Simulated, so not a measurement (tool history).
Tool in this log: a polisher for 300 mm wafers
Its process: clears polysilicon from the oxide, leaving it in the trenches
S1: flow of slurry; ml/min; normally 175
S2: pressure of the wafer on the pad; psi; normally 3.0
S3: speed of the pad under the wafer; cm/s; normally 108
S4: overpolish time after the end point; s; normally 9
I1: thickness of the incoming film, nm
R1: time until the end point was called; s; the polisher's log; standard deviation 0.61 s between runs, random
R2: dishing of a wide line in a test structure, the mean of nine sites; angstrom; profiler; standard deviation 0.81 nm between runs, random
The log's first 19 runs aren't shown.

run,day,S1,S2,S3,S4,I1,R1,R2
# day 11.021: worn pad replaced by a new one
20,11.204,175,3.0,108,9,584.8,32.2,492
21,11.458,175,3.0,108,9,590.0,31.5,512
22,11.792,215,3.0,126,9,577.5,27.3,520
23,12.146,130,2.0,108,11,590.5,50.6,485
24,12.504,150,3.0,70,11,590.2,49.4,481
25,13.225,130,2.2,130,9,594.5,39.1,482
26,13.721,130,2.2,130,9,583.7,39.0,490
27,14.254,130,2.0,142,5,584.3,38.8,421
28,14.750,190,2.1,142,8,594.4,36.9,482
29,15.188,175,3.7,142,9,594.7,20.5,512
# day 15.821: worn pad replaced by a new one
30,15.858,175,3.0,74,14,593.9,46.2,518
31,16.408,175,3.0,108,9,585.2,31.5,497

Here are 3 independent what-if runs from the current tool condition. What would each one return?
A,16.425,175,3.0,108,5,589.3,?,?
B,16.425,220,3.7,108,10,589.3,?,?
C,16.425,175,3.9,108,9,589.3,?,?

run,R1,R2
A,31.7,443
B,25.1,513
C,24.4,511
What these runs would have given with no unlogged condition in the tool:
run,R1,R2
A,32.6,439
B,25.8,512
C,25.1,511

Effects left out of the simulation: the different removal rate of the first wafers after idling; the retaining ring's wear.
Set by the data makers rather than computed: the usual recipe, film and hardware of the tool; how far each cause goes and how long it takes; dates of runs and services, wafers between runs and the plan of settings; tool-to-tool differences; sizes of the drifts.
